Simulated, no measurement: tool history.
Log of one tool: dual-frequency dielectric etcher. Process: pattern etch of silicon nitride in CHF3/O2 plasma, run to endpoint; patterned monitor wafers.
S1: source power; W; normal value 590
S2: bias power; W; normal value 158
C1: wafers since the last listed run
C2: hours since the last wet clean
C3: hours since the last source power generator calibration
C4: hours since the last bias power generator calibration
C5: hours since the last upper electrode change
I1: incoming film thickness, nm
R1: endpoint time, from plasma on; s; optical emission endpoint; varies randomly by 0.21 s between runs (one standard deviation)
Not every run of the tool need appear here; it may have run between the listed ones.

run,hour,S1,S2,C1,C2,C3,C4,C5,I1,R1
1,0,590,158,0,240.6,1173.6,558.9,2557.9,97.9,70.6
2,91.6,590,158,724,332.2,1265.2,650.5,2649.5,97.7,70.4
3,143.5,590,158,410,384.1,1317.1,702.4,2701.4,97.8,71.2
4,245.7,660,158,808,486.3,1419.3,804.6,2803.6,97.2,69.2
5,290,660,158,350,530.6,1463.6,848.9,2847.9,98.5,70.2
6,353,590,158,498,593.6,1526.6,911.9,2910.9,98.1,71.4
# hour 404.1: wet clean of the chamber
7,431,590,158,427,26.9,1604.6,989.9,2988.9,99.1,70.2
8,477.6,590,158,368,73.5,1651.2,1036.5,3035.5,97.8,69.2
9,518.8,590,158,325,114.7,1692.4,1077.7,3076.7,97.5,69.3
10,610.3,500,158,723,206.2,1783.9,1169.2,3168.2,97.9,71.9
11,680.7,500,158,556,276.6,1854.3,1239.6,3238.6,98.5,72.7
12,758.4,500,158,614,354.3,1932,1317.3,3316.3,98.3,73
13,853.3,590,158,750,449.2,2026.9,1412.2,3411.2,98.2,70.5
14,909.9,590,119,447,505.8,2083.5,1468.8,3467.8,97.2,76
# hour 975.3: wet clean of the chamber
# hour 992.1: source power generator calibrated
15,998.1,590,119,476,22.8,6,1557,3556,99.1,76.8
# hour 1042.2: bias power generator calibrated
16,1061.7,650,119,471,86.4,69.6,19.5,3619.6,98.9,74.6
17,1221.2,500,133,1261,245.9,229.1,179,3779.1,98.5,76.2
18,1272.1,510,126,402,296.8,280,229.9,3830,98.7,77.9
19,1352.8,590,158,638,377.5,360.7,310.6,3910.7,98.5,70.5
# hour 1389.7: upper electrode replaced
20,1407,470,175,238,431.7,414.9,364.8,17.3,98.6,71.7
21,1482.4,500,143,596,507.1,490.3,440.2,92.7,97.8,74.8
# hour 1626.5: wet clean of the chamber
22,1667.4,640,197,1273,40.9,675.3,625.2,277.7,98.3,63.8
23,1759,590,158,724,132.5,766.9,716.8,369.3,98.5,70.3
24,1847,470,128,695,220.5,854.9,804.8,457.3,97.8,78
25,1939.9,660,130,734,313.4,947.8,897.7,550.2,98.1,72.7
26,2006.7,500,184,528,380.2,1014.6,964.5,617,98.2,69.6
27,2097.1,740,121,714,470.6,1105,1054.9,707.4,99,73.7

Hidden state at the last listed run before each entry between runs and at the first one after, where it differs:
In the gap between runs 6 and 7: wet clean of the chamber (hour 404.1)
  etch rate over this chamber's usual, %: -2.44 -> 0.336; bias power that arrives over what is set, %: -3.39 -> -3.51
  measured result minus the result with no hidden state, R1: +2.5 -> +0.5 s
In the gap between runs 14 and 15: wet clean of the chamber (hour 975.3); source power generator calibrated (hour 992.1)
  etch rate over this chamber's usual, %: -1.16 -> -0.161; bias power that arrives over what is set, %: -3.93 -> -3.98
  measured result minus the result with no hidden state, R1: +1.7 -> +1 s
In the gap between runs 15 and 16: bias power generator calibrated (hour 1042.2)
  etch rate over this chamber's usual, %: -0.161 -> -0.36; bias power that arrives over what is set, %: -3.98 -> -0.161
  measured result minus the result with no hidden state, R1: +1 -> +0.3 s
In the gap between runs 19 and 20: upper electrode replaced (hour 1389.7)
  etch rate over this chamber's usual, %: -1.27 -> -1.44; bias power that arrives over what is set, %: -2.01 -> -2.25
  measured result minus the result with no hidden state, R1: +1.4 -> +1.5 s
In the gap between runs 21 and 22: wet clean of the chamber (hour 1626.5)
  etch rate over this chamber's usual, %: -1.68 -> 0.226; bias power that arrives over what is set, %: -2.56 -> -3.14
  measured result minus the result with no hidden state, R1: +1.8 -> +0.5 s
